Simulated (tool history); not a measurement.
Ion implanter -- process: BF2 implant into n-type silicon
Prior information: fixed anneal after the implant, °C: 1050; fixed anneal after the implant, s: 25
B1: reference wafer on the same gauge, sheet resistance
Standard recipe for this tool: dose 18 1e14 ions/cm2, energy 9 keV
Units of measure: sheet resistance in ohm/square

{"run": 1, "hour": 0.0, "dose": 18, "energy": 9, "B1": 121.99, "sheet resistance": 139.02}
{"hour": 26.7, "done": "gauge calibrated"}
{"run": 2, "hour": 29.1, "dose": 18, "energy": 9, "B1": 121, "sheet resistance": 138.43}
{"run": 3, "hour": 35.2, "dose": 19.48, "energy": 9, "B1": 121.07, "sheet resistance": 134.5}
{"run": 4, "hour": 51.2, "dose": 19.48, "energy": 9, "B1": 121.24, "sheet resistance": 134.84}
{"run": 5, "hour": 57.4, "dose": 18, "energy": 7.5, "B1": 121.31, "sheet resistance": 142.75}
{"run": 6, "hour": 73.3, "dose": 18, "energy": 9, "B1": 121.39, "sheet resistance": 138.29}
{"hour": 90.0, "done": "Faraday cup replaced and dose calibrated"}
{"run": 7, "hour": 90.5, "dose": 18, "energy": 9, "B1": 121.54, "sheet resistance": 138.67}
{"run": 8, "hour": 96.6, "dose": 18, "energy": 9, "B1": 121.57, "sheet resistance": 138.44}
{"run": 9, "hour": 113.1, "dose": 18, "energy": 11.5, "B1": 121.63, "sheet resistance": 132.19}
{"run": 10, "hour": 130.0, "dose": 18, "energy": 9, "B1": 121.68, "sheet resistance": 138.74}
{"hour": 144.2, "done": "extraction supply calibrated"}
{"run": 11, "hour": 144.7, "dose": 21.07, "energy": 10, "B1": 121.71, "sheet resistance": 129.81}
{"run": 12, "hour": 147.2, "dose": 14.88, "energy": 7.5, "B1": 121.65, "sheet resistance": 154.12}
{"run": 13, "hour": 159.1, "dose": 18, "energy": 9, "B1": 121.78, "sheet resistance": 138.83}
{"run": 14, "hour": 175.6, "dose": 12.95, "energy": 11, "B1": 121.73, "sheet resistance": 149.95}
{"hour": 184.2, "done": "gauge calibrated"}
{"run": 15, "hour": 185.6, "dose": 22.15, "energy": 11, "B1": 121.14, "sheet resistance": 125.4}
{"run": 16, "hour": 235.5, "dose": 14.32, "energy": 7, "B1": 121.61, "sheet resistance": 158.99}
{"run": 17, "hour": 245.5, "dose": 19.67, "energy": 12, "B1": 121.66, "sheet resistance": 127.42}

Measured result minus the same run's result without the hidden state. Both carry the same run-to-run variation, though not necessarily the same gauge scatter:
Hidden state at play: deviation of the true dose from the Faraday cup's reading, %; deviation of the true energy from its setpoint, %; gauge reads high (%).
run=1 sheet_resistance=+1.1
run=2 sheet_resistance=+0
run=3 sheet_resistance=+0.1
run=4 sheet_resistance=+0.3
run=5 sheet_resistance=+0.38
run=6 sheet_resistance=+0.5
run=7 sheet_resistance=+0.61
run=8 sheet_resistance=+0.64
run=9 sheet_resistance=+0.68
run=10 sheet_resistance=+0.76
run=11 sheet_resistance=+0.74
run=12 sheet_resistance=+0.89
run=13 sheet_resistance=+0.82
run=14 sheet_resistance=+0.9
run=15 sheet_resistance=+0.14
run=16 sheet_resistance=+0.81
run=17 sheet_resistance=+0.71

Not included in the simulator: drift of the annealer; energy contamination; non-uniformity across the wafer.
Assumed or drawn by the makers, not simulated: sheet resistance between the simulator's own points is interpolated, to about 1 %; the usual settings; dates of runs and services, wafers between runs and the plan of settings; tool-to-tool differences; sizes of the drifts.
